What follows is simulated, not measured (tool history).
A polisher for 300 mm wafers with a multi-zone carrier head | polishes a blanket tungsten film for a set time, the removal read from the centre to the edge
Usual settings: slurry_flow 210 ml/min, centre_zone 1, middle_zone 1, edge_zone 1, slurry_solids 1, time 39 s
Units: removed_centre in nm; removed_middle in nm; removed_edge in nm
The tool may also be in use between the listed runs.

run    hour  slurry_flow  centre_zone  middle_zone  edge_zone  slurry_solids  time  wafers since the last listed run  wafers polished on this pad  hours since the slurry nozzle was cleaned  hours since the centre zone pressure was calibrated  hours since the edge zone pressure was calibrated  hours since the carrier head's membrane was replaced  incoming thickness of the incoming film, nm  removed_centre  removed_middle  removed_edge
  1       0          210            1            1          1              1    30                                 0                         2910                                      454.8                                                  184                                              497.5                                                1011.9                                        944.3           200.7           203.1         202.1
       83.8  -- worn pad replaced by a new one
       87.5  -- slurry nozzle cleaned
  2   184.7          210            1            1          1              1    30                              2523                         1403                                       97.2                                                368.7                                              682.2                                                1196.6                                        937.9           215.4           211.6         212.1
      209.3  -- centre zone pressure recalibrated
      211.1  -- edge zone pressure recalibrated
  3   211.8          210            1            1          1              1    30                               328                         1731                                      124.3                                                  2.5                                                0.7                                                1223.7                                        931.4           214.8           210.5         210.7
  4   249.2          210         0.95            1          1              1    39                               525                         2256                                      161.7                                                 39.9                                               38.1                                                1261.1                                          930           256.9           265.5         264.6
  5   297.7          210         0.95            1          1              1    39                               681                         2937                                      210.2                                                 88.4                                               86.6                                                1309.6                                        943.9           253.6           263.1         268.9
  6   326.5          210         0.95            1          1              1    39                               404                         3341                                        239                                                117.2                                              115.4                                                1338.4                                        929.3             250             265         262.8
      361.7  -- worn pad replaced by a new one
  7   390.5          210            1            1          1              1    39                               842                          404                                        303                                                181.2                                              179.4                                                1402.4                                        934.3           285.5           285.9           288
  8     545          210            1            1          1              1    39                              2169                         2573                                      457.5                                                335.7                                              333.9                                                1556.9                                        914.2           266.7           258.7           263
      576.9  -- centre zone pressure recalibrated
  9     601          245            1            1          1              1    39                               758                         3331                                      513.5                                                 24.1                                              389.9                                                1612.9                                        923.4           264.7           264.7         263.9
      617.6  -- worn pad replaced by a new one
 10   626.1          245            1            1          1              1    39                               296                          119                                      538.6                                                 49.2                                                415                                                  1638                                        925.1           292.4           287.8         294.5
      642.7  -- slurry nozzle cleaned
 11   678.5          210            1            1          1              1    39                               721                          841                                       35.8                                                101.6                                              467.4                                                1690.4                                          944           281.5           281.7         284.7
 12   742.2          210            1            1          1              1    39                               894                         1735                                       99.5                                                165.3                                              531.1                                                1754.1                                        936.7           272.9           271.5         269.5
      781.5  -- carrier head's membrane replaced by a new one
 13   787.8          255            1          1.1          1            0.9    39                               570                         2305                                      145.1                                                210.9                                              576.7                                                   6.3                                        935.7           265.7           270.9           261
 14     839          210         1.04            1          1              1    39                               718                         3024                                      196.3                                                262.1                                              627.9                                                  57.5                                        939.3           276.1           260.6         264.6
 15     878          240            1            1          1              1    39                               547                         3572                                      235.3                                                301.1                                              666.9                                                  96.5                                        940.2           271.9             264         263.9
      906.9  -- worn pad replaced by a new one
 16   913.7          280            1            1       0.89              1    39                               445                           94                                        271                                                336.8                                              702.6                                                 132.2                                          931           308.6           301.5         288.8
      922.6  -- edge zone pressure recalibrated
 17   971.5          210            1            1          1              1    39                               783                          878                                      328.8                                                394.6                                               48.9                                                   190                                        940.7           274.2           276.8         279.8
      986.7  -- centre zone pressure recalibrated
 18  1036.5          210         0.96          0.9          1            1.1    26                               884                         1763                                      393.8                                                 49.8                                              113.9                                                   255                                        918.5           175.1           172.6         184.5
 19  1072.5          210            1            1          1              1    30                               505                         2268                                      429.8                                                 85.8                                              149.9                                                   291                                        932.5             205             202           205
 20  1110.1          255          1.1         1.06          1              1    39                               527                         2796                                      467.4                                                123.4                                              187.5                                                 328.6                                        932.9           288.9           274.1         265.7
     1165.7  -- worn pad replaced by a new one
       1179  -- slurry nozzle cleaned
 21  1205.4          280            1            1          1              1    39                              1267                          543                                       26.4                                                218.7                                              282.8                                                 423.9                                        935.1           295.3           298.3         300.5
 22  1275.6          210            1            1          1              1    39                               985                         1529                                       96.6                                                288.9                                                353                                                 494.1                                        924.8           284.3           272.7         274.3

Hidden state or all else? Some run-to-run changes of removed_centre, split into what the settings, what came in and random variation would give without the hidden state, and what is left for the hidden state (with any gauge scatter that isn't in both results):
The hidden state here: removal rate lost through wear of the pad, %; slurry flow missing at the pad, %; deviation of the centre zone's pressure from its setpoint, %; deviation of the edge zone's pressure from its setpoint, %.
Run 15 -> 16: slurry_flow 240 -> 280, edge_zone 1 -> 0.89, worn pad replaced by a new one. removed_centre +36.7 nm: hidden state +39, all else -2.3.
Run 17 -> 18: centre_zone 1 -> 0.96, middle_zone 1 -> 0.9, slurry_solids 1 -> 1.1, time 39 -> 26, centre zone pressure recalibrated. removed_centre -99.1 nm: hidden state +5.1, all else -104.2.
Run 19 -> 20: slurry_flow 210 -> 255, centre_zone 1 -> 1.1, middle_zone 1 -> 1.06, time 30 -> 39. removed_centre +83.9 nm: hidden state -16.3, all else +100.2.
Run 20 -> 21: slurry_flow 255 -> 280, centre_zone 1.1 -> 1, middle_zone 1.06 -> 1, worn pad replaced by a new one, slurry nozzle cleaned. removed_centre +6.4 nm: hidden state +35.5, all else -29.1.
